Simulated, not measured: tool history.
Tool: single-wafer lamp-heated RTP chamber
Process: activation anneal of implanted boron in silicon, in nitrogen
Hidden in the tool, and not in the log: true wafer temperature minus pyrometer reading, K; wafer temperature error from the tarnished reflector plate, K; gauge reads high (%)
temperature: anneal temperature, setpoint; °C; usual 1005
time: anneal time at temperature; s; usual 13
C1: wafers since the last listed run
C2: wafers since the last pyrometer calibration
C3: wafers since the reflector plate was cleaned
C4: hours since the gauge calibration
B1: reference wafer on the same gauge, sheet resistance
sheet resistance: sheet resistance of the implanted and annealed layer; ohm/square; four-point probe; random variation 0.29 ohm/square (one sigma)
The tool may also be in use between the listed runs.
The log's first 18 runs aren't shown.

run 19 hour=920.6 | temperature=1030 time=9 | C1=750 C2=4641 C3=1766 C4=1744.6 | B1=126.97 | sheet_resistance=116.54
run 20 hour=944.8 | temperature=1022 time=21 | C1=382 C2=5024 C3=2149 C4=1768.8 | B1=127.06 | sheet_resistance=111.76
-- hour=965.8 pyrometer window cleaned and pyrometer calibrated
-- hour=974.9 gauge calibrated
run 21 hour=986.3 | temperature=986 time=16 | C1=529 C2=323 C3=2679 C4=11.4 | B1=127.07 | sheet_resistance=136.39
run 22 hour=1030.6 | temperature=1030 time=19 | C1=700 C2=1024 C3=3379 C4=55.7 | B1=127.00 | sheet_resistance=108.50
run 23 hour=1099.3 | temperature=1013 time=13 | C1=1086 C2=2110 C3=4465 C4=124.4 | B1=127.01 | sheet_resistance=121.49
run 24 hour=1162.7 | temperature=984 time=20 | C1=1002 C2=3112 C3=5467 C4=187.8 | B1=127.07 | sheet_resistance=135.07
run 25 hour=1217.9 | temperature=994 time=17 | C1=872 C2=3985 C3=6340 C4=243.0 | B1=127.03 | sheet_resistance=129.54
run 26 hour=1247.5 | temperature=1022 time=9 | C1=467 C2=4453 C3=6808 C4=272.6 | B1=127.00 | sheet_resistance=120.17
run 27 hour=1272.8 | temperature=1014 time=13 | C1=399 C2=4853 C3=7208 C4=297.9 | B1=127.02 | sheet_resistance=120.65
run 28 hour=1321.9 | temperature=1005 time=13 | C1=776 C2=5629 C3=7984 C4=347.0 | B1=126.92 | sheet_resistance=126.19
-- hour=1369.4 pyrometer window cleaned and pyrometer calibrated
run 29 hour=1382.8 | temperature=1023 time=6 | C1=836 C2=211 C3=8821 C4=407.9 | B1=126.99 | sheet_resistance=124.02
run 30 hour=1450.7 | temperature=1031 time=9 | C1=1073 C2=1285 C3=9894 C4=475.8 | B1=127.01 | sheet_resistance=115.77
run 31 hour=1482.2 | temperature=976 time=19 | C1=498 C2=1783 C3=10392 C4=507.3 | B1=127.03 | sheet_resistance=141.29
run 32 hour=1527.3 | temperature=979 time=13 | C1=713 C2=2496 C3=11105 C4=552.4 | B1=127.00 | sheet_resistance=143.77
run 33 hour=1598.5 | temperature=984 time=19 | C1=1125 C2=3621 C3=12231 C4=623.6 | B1=126.95 | sheet_resistance=134.56
run 34 hour=1633.0 | temperature=1005 time=13 | C1=545 C2=4167 C3=12776 C4=658.1 | B1=126.95 | sheet_resistance=124.86
run 35 hour=1658.2 | temperature=1005 time=13 | C1=398 C2=4565 C3=13175 C4=683.3 | B1=127.07 | sheet_resistance=124.80

Forecast each of these 5 alternatives for the next run:
run A hour=1658.6 | temperature=1005 time=10 | C1=6 C2=4572 C3=13181 C4=683.7 | B1=? | sheet_resistance=?
run B hour=1658.6 | temperature=1017 time=19 | C1=6 C2=4572 C3=13181 C4=683.7 | B1=? | sheet_resistance=?
run C hour=1658.6 | temperature=1029 time=13 | C1=6 C2=4572 C3=13181 C4=683.7 | B1=? | sheet_resistance=?
run D hour=1658.6 | temperature=977 time=8 | C1=6 C2=4572 C3=13181 C4=683.7 | B1=? | sheet_resistance=?
run E hour=1658.6 | temperature=990 time=7 | C1=6 C2=4572 C3=13181 C4=683.7 | B1=? | sheet_resistance=?

run=A B1=127.00 sheet_resistance=127.80
run=B B1=127.00 sheet_resistance=114.57
run=C B1=127.00 sheet_resistance=112.36
run=D B1=127.00 sheet_resistance=151.87
run=E B1=127.00 sheet_resistance=142.39
Without the tool's hidden state the same runs would have given:
run=A sheet_resistance=129.20
run=B sheet_resistance=115.82
run=C sheet_resistance=113.53
run=D sheet_resistance=154.21
run=E sheet_resistance=144.24
